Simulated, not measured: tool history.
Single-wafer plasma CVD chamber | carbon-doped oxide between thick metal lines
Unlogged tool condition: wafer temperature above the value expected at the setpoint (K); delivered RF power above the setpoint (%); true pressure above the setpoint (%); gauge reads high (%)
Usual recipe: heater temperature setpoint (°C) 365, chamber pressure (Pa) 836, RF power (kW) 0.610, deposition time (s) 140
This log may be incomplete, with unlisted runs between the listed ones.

run	hour	heater temperature setpoint (°C)	chamber pressure (Pa)	RF power (kW)	deposition time (s)	wafers since the last listed run	hours since the last thermocouple change	hours since the last RF generator calibration	hours since the last manometer calibration	hours since the showerhead was replaced	hours since the gauge calibration	read-back reference wafer on the same gauge, thickness_nm	mean film thickness on the monitor wafer (Å)
1	0.0	365	836	0.610	140	0	836.5	574.0	1973.6	5909.8	1988.7	839.462	7918.23
2	62.2	365	836	0.670	140	858	898.7	636.2	2035.8	5972.0	2050.9	838.669	8188.83
3	136.9	365	836	0.610	140	1030	973.4	710.9	2110.5	6046.7	2125.6	839.210	7881.04
4	235.8	365	836	0.610	121	1364	1072.3	809.8	2209.4	6145.6	2224.5	839.209	6752.09
# hour 284.9: thermocouple changed; heater temperature recalibrated
5	307.0	365	836	0.610	121	871	22.1	881.0	2280.6	6216.8	2295.7	838.218	6744.00
# hour 370.1: RF generator calibrated
6	370.6	369	669	0.610	140	767	85.7	0.5	2344.2	6280.4	2359.3	838.497	7754.09
7	403.9	369	669	0.610	140	459	119.0	33.8	2377.5	6313.7	2392.6	838.841	7769.07
8	454.7	365	913	0.610	149	700	169.8	84.6	2428.3	6364.5	2443.4	838.731	8641.78
9	559.4	365	913	0.610	149	1444	274.5	189.3	2533.0	6469.2	2548.1	840.272	8573.98
10	609.1	365	913	0.610	149	685	324.2	239.0	2582.7	6518.9	2597.8	838.880	8595.17
# hour 620.6: gauge calibrated
11	699.7	365	836	0.610	140	1249	414.8	329.6	2673.3	6609.5	79.1	839.248	7942.15
12	744.2	365	836	0.660	140	613	459.3	374.1	2717.8	6654.0	123.6	839.467	8216.74
13	808.6	378	836	0.550	150	888	523.7	438.5	2782.2	6718.4	188.0	839.364	7913.87
# hour 888.0: capacitance manometer re-zeroed and calibrated
14	906.4	365	635	0.610	120	1238	621.5	536.3	18.4	6816.2	285.8	840.109	6629.83
15	951.6	357	836	0.610	140	623	666.7	581.5	63.6	6861.4	331.0	838.717	8092.60
16	1036.3	365	836	0.550	140	1168	751.4	666.2	148.3	6946.1	415.7	838.533	7585.46
17	1125.1	380	1000	0.720	126	1225	840.2	755.0	237.1	7034.9	504.5	838.644	7439.91
18	1178.9	365	836	0.610	117	742	894.0	808.8	290.9	7088.7	558.3	838.543	6535.06
# hour 1194.4: RF generator calibrated
# hour 1227.1: showerhead replaced, of another model than before
19	1261.4	365	836	0.610	140	917	976.5	67.0	373.4	34.3	640.8	839.739	7981.88
20	1342.4	365	836	0.650	114	1117	1057.5	148.0	454.4	115.3	721.8	840.114	6767.13
# hour 1376.5: thermocouple changed; heater temperature recalibrated
21	1417.3	352	836	0.660	168	922	40.8	222.9	529.3	190.2	796.7	839.194	10368.79
22	1456.6	365	836	0.610	140	542	80.1	262.2	568.6	229.5	836.0	838.924	7952.17
23	1517.6	356	964	0.610	149	841	141.1	323.2	629.6	290.5	897.0	839.549	8757.47
24	1566.7	365	836	0.610	140	677	190.2	372.3	678.7	339.6	946.1	839.655	7910.21
25	1636.3	378	1000	0.610	140	960	259.8	441.9	748.3	409.2	1015.7	839.914	7795.89
26	1729.8	365	701	0.610	140	1289	353.3	535.4	841.8	502.7	1109.2	840.287	7659.11
27	1812.1	365	655	0.610	148	1135	435.6	617.7	924.1	585.0	1191.5	838.702	7911.26
28	1865.7	365	836	0.610	140	739	489.2	671.3	977.7	638.6	1245.1	838.855	7791.40
29	1934.2	351	836	0.610	140	945	557.7	739.8	1046.2	707.1	1313.6	837.592	8035.01

Here are 3 independent what-if runs from the current tool condition. What would each one return?
A	1934.6	365	836	0.560	140	5	558.1	740.2	1046.6	707.5	1314.0	?	?
B	1934.6	365	721	0.610	140	5	558.1	740.2	1046.6	707.5	1314.0	?	?
C	1934.6	365	681	0.610	151	5	558.1	740.2	1046.6	707.5	1314.0	?	?

run	read-back reference wafer on the same gauge, thickness_nm	mean film thickness on the monitor wafer (Å)
A	838.372	7324.47
B	838.372	7551.70
C	838.372	8051.76
With no hidden state in the tool, these same runs would have given:
run	mean film thickness on the monitor wafer (Å)
A	7604.88
B	7833.80
C	8352.54
